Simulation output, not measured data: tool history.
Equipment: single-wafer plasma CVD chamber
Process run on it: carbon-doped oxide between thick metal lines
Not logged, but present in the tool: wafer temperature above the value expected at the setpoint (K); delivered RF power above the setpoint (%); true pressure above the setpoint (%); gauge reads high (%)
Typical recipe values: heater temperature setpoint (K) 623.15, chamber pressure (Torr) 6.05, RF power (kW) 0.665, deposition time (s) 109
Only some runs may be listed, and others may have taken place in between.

run      day  heater temperature setpoint (K)  chamber pressure (Torr)  RF power (kW)  deposition time (s)  wafers since the last listed run  hours since the last thermocouple change  hours since the last RF generator calibration  hours since the last manometer calibration  hours since the showerhead was replaced  hours since the gauge calibration  read-back reference wafer on the same gauge, thickness_nm  mean film thickness on the monitor wafer (angstrom)
  1        0                           623.15                     6.05          0.665                  109                                 0                                    1187.1                                          802.6                                       383.7                                   2720.2                             4404.1                                                    615.829                                              6483.83
  2    2.525                           623.15                     6.05          0.665                  109                               883                                    1247.7                                          863.2                                       444.3                                   2780.8                             4464.7                                                    616.391                                              6482.55
  3    5.004                           623.15                     6.05          0.665                  109                               867                                    1307.2                                          922.7                                       503.8                                   2840.3                             4524.2                                                     615.74                                               6499.8
  4    9.062                           623.15                     6.05          0.665                  109                              1419                                    1404.6                                         1020.1                                       601.2                                   2937.7                             4621.6                                                    616.502                                              6474.33
  5   11.092                           623.15                     4.69          0.615                   96                               709                                    1453.3                                         1068.8                                       649.9                                   2986.4                             4670.3                                                    615.861                                              5205.03
  6   15.483                           623.15                     6.05          0.665                   96                              1535                                    1558.7                                         1174.2                                       755.3                                   3091.8                             4775.7                                                    615.658                                              5712.17
      17.092  -- RF generator calibrated
  7     17.7                           623.15                     6.05          0.665                  109                               658                                    1611.9                                           14.6                                       808.5                                     3145                             4828.9                                                    616.069                                              6797.04
      19.404  -- gauge calibrated
  8   19.667                           633.15                     6.05          0.535                   92                               687                                    1659.1                                           61.8                                       855.7                                   3192.2                                6.3                                                     616.39                                              4644.68
      21.196  -- showerhead replaced
  9   23.312                           623.15                     6.05          0.665                  109                              1158                                    1746.6                                          149.3                                       943.2                                     50.8                               93.8                                                    615.591                                              6755.14
 10   26.379                           628.15                     7.04          0.665                   92                              1072                                    1820.2                                          222.9                                      1016.8                                    124.4                              167.4                                                    616.234                                              5652.53
 11   29.138                           618.15                     6.05          0.665                  127                               964                                    1886.4                                          289.1                                        1083                                    190.6                              233.6                                                    616.426                                              7935.21
 12   38.525                           623.15                     7.28          0.665                  109                              3282                                    2111.7                                          514.4                                      1308.3                                    415.9                              458.9                                                    615.824                                              6765.47
 13   43.004                           623.15                     6.05          0.665                  109                              1566                                    2219.2                                          621.9                                      1415.8                                    523.4                              566.4                                                    616.574                                              6681.76
 14   45.162                           623.15                     6.52          0.665                  128                               754                                      2271                                          673.7                                      1467.6                                    575.2                              618.2                                                    616.056                                              7843.15
      48.875  -- capacitance manometer re-zeroed and calibrated
 15   49.383                           623.15                     6.05          0.665                  109                              1359                                    2372.3                                            775                                        12.2                                    676.5                              719.5                                                    616.271                                              6621.99
      52.579  -- thermocouple changed; heater temperature recalibrated
 16   53.767                           623.15                     6.05          0.665                  109                              1416                                      28.5                                          880.2                                       117.4                                    781.7                              824.7                                                    615.936                                              6519.13
 17   58.012                           623.15                     6.05          0.665                  124                              1484                                     130.4                                          982.1                                       219.3                                    883.6                              926.6                                                    615.683                                              7368.89
 18     70.4                           623.15                     6.05          0.665                  109                              4332                                     427.7                                         1279.4                                       516.6                                   1180.9                             1223.9                                                    616.206                                              6443.69
      72.558  -- RF generator calibrated
 19    73.15                           612.15                     6.05          0.665                  109                               845                                     493.7                                           14.2                                       582.6                                   1246.9                             1289.9                                                    615.831                                              7116.41
 20   82.792                           610.15                     6.75           0.61                  127                              3371                                     725.1                                          245.6                                         814                                   1478.3                             1521.3                                                    616.221                                              7792.06
 21   86.654                           623.15                     4.79          0.665                  109                              1350                                     817.8                                          338.3                                       906.7                                     1571                               1614                                                    615.717                                              6599.31
 22   90.342                           623.15                     6.05          0.665                  109                              1289                                     906.3                                          426.8                                       995.2                                   1659.5                             1702.5                                                    616.465                                              6724.88
 23   94.508                           623.15                     6.05          0.665                  109                              1457                                    1006.3                                          526.8                                      1095.2                                   1759.5                             1802.5                                                     616.28                                              6697.41
 24   98.321                           635.15                     6.05          0.605                  116                              1333                                    1097.8                                          618.3                                      1186.7                                     1851                               1894                                                    615.831                                              6417.89
 25  101.321                           623.15                     6.05          0.545                  109                              1049                                    1169.8                                          690.3                                      1258.7                                     1923                               1966                                                    616.097                                              5643.96
 26  104.779                           623.15                     6.05          0.715                  122                              1209                                    1252.8                                          773.3                                      1341.7                                     2006                               2049                                                    615.924                                              7798.97
 27  107.221                           623.15                     6.05          0.665                  109                               853                                    1311.4                                          831.9                                      1400.3                                   2064.6                             2107.6                                                    615.836                                              6552.35
 28  111.162                           627.15                     6.05           0.59                  121                              1378                                      1406                                          926.5                                      1494.9                                   2159.2                             2202.2                                                    615.957                                              6538.43

Predict each of these 4 candidate next runs independently; none follows another, all start after run 28:
  A  111.179                           623.15                     6.05          0.665                  109                                 5                                    1406.4                                          926.9                                      1495.3                                   2159.6                             2202.6                                                          ?                                                    ?
  B  111.179                           618.15                     6.05           0.74                  109                                 5                                    1406.4                                          926.9                                      1495.3                                   2159.6                             2202.6                                                          ?                                                    ?
  C  111.179                           623.15                     5.22          0.535                   96                                 5                                    1406.4                                          926.9                                      1495.3                                   2159.6                             2202.6                                                          ?                                                    ?
  D  111.179                           623.15                     7.49          0.595                  127                                 5                                    1406.4                                          926.9                                      1495.3                                   2159.6                             2202.6                                                          ?                                                    ?

run  read-back reference wafer on the same gauge, thickness_nm  mean film thickness on the monitor wafer (angstrom)
  A                                                    616.085                                              6525.77
  B                                                    616.085                                              7168.68
  C                                                    616.085                                              4733.27
  D                                                    616.085                                              7089.69
Stripped of hidden state, with their random variation kept, the same runs would have yielded:
run  mean film thickness on the monitor wafer (angstrom)
  A                                              6836.64
  B                                              7503.06
  C                                              4973.41
  D                                              7435.12

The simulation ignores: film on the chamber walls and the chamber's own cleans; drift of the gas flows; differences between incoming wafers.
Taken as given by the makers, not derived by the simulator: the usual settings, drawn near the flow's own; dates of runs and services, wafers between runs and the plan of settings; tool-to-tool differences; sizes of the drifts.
